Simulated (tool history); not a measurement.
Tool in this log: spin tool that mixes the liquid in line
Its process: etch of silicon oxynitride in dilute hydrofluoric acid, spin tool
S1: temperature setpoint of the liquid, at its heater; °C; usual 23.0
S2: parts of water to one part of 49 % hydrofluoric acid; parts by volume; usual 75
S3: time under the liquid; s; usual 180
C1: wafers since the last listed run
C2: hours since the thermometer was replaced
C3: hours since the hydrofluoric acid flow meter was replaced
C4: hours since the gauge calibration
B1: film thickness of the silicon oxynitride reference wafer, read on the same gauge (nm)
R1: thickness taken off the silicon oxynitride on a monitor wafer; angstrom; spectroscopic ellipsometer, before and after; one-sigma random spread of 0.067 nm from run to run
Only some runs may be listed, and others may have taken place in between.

run	hour	S1	S2	S3	C1	C2	C3	C4	B1	R1
1	0.0	23.0	75	180	0	1863.8	1455.3	183.6	39.98	100.7
2	12.0	23.0	105	220	98	1875.8	1467.3	195.6	39.98	86.5
3	19.4	23.0	105	220	61	1883.2	1474.7	203.0	39.98	85.3
4	26.0	23.0	105	220	54	1889.8	1481.3	209.6	40.05	85.7
5	37.8	23.0	75	180	97	1901.6	1493.1	221.4	40.00	100.8
6	53.3	23.0	75	180	127	1917.1	1508.6	236.9	39.96	100.5
7	63.4	23.0	75	180	83	1927.2	1518.7	247.0	40.02	101.1
8	71.8	23.0	75	180	69	1935.6	1527.1	255.4	40.03	99.6
9	88.7	23.0	75	180	139	1952.5	1544.0	272.3	40.01	100.2
# hour 96.5: hydrofluoric acid flow meter replaced
10	103.8	23.0	75	180	116	1967.6	7.3	287.4	40.00	100.0
11	118.2	23.0	75	180	118	1982.0	21.7	301.8	39.96	100.3
# hour 124.1: thermometer replaced
12	134.6	23.0	75	180	126	10.5	38.1	318.2	39.98	99.4
13	141.6	20.0	75	90	57	17.5	45.1	325.2	40.00	43.3
14	159.2	19.0	90	125	145	35.1	62.7	342.8	39.99	46.9
15	172.8	21.0	75	180	112	48.7	76.3	356.4	40.00	91.7
# hour 180.2: gauge calibrated
16	185.8	27.5	75	100	107	61.7	89.3	5.6	39.97	68.5
17	196.4	24.5	45	180	87	72.3	99.9	16.2	39.97	184.2
18	214.0	23.0	75	180	145	89.9	117.5	33.8	40.00	100.5
19	228.3	23.0	75	180	117	104.2	131.8	48.1	40.00	100.2
20	238.8	26.5	45	130	86	114.7	142.3	58.6	40.00	144.6
21	256.7	23.0	75	180	147	132.6	160.2	76.5	39.99	100.3
22	271.0	24.5	75	275	117	146.9	174.5	90.8	40.03	163.4
23	286.2	23.0	75	180	125	162.1	189.7	106.0	40.00	101.1
24	294.5	21.5	95	220	68	170.4	198.0	114.3	40.01	88.4

Hidden condition of the tool, last listed run before each entry between runs versus first listed run after:
In the gap between runs 9 and 10: hydrofluoric acid flow meter replaced (hour 96.5)
  both runs share identical hidden conditions
In the gap between runs 11 and 12: thermometer replaced (hour 124.1)
  both runs share identical hidden conditions
In the gap between runs 15 and 16: gauge calibrated (hour 180.2)
  both runs share identical hidden conditions
